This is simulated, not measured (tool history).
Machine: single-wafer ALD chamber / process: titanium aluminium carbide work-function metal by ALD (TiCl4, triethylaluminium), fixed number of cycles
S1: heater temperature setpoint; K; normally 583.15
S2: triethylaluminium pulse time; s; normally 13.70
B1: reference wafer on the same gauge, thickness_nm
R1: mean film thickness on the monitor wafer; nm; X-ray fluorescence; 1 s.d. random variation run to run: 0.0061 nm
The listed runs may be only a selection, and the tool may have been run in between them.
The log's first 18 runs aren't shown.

| run | hour | S1 | S2 | B1 | R1 |
|---|---|---|---|---|---|
| 19 | 543.4 | 568.15 | 17.24 | 2.209 | 2.135 |
| 20 | 557.8 | 574.15 | 18.54 | 2.211 | 2.193 |
| 21 | 576.5 | 583.15 | 13.70 | 2.211 | 2.288 |
| 22 | 590.6 | 583.15 | 15.42 | 2.210 | 2.295 |
| 23 | 603.9 | 576.15 | 17.62 | 2.211 | 2.214 |
| 24 | 631.9 | 583.15 | 9.15 | 2.212 | 2.234 |
| 25 | 667.1 | 572.15 | 16.70 | 2.209 | 2.157 |
| 26 | 688.7 | 571.15 | 13.70 | 2.213 | 2.133 |
| 27 | 713.6 | 583.15 | 13.70 | 2.212 | 2.258 |
| 28 | 737.2 | 592.15 | 17.77 | 2.210 | 2.373 |
| 29 | 757.0 | 576.15 | 17.62 | 2.209 | 2.196 |
|  | 766.9 | triethylaluminium bottle replaced |
| 30 | 779.9 | 583.15 | 13.70 | 2.212 | 2.269 |
| 31 | 800.6 | 575.15 | 12.04 | 2.209 | 2.180 |
| 32 | 823.4 | 570.15 | 10.47 | 2.209 | 2.111 |
| 33 | 844.0 | 574.15 | 16.13 | 2.208 | 2.193 |

Below are 4 alternative next runs, each starting from the tool's condition after run 33. Predict each:
| A | 844.4 | 583.15 | 13.70 | ? | ? |
| B | 844.4 | 598.15 | 13.70 | ? | ? |
| C | 844.4 | 570.15 | 13.70 | ? | ? |
| D | 844.4 | 590.15 | 11.46 | ? | ? |

| run | B1 | R1 |
|---|---|---|
| A | 2.211 | 2.269 |
| B | 2.211 | 2.435 |
| C | 2.211 | 2.128 |
| D | 2.211 | 2.334 |
Without the tool's hidden state the same runs would have given:
| run | R1 |
|---|---|
| A | 2.301 |
| B | 2.467 |
| C | 2.158 |
| D | 2.367 |
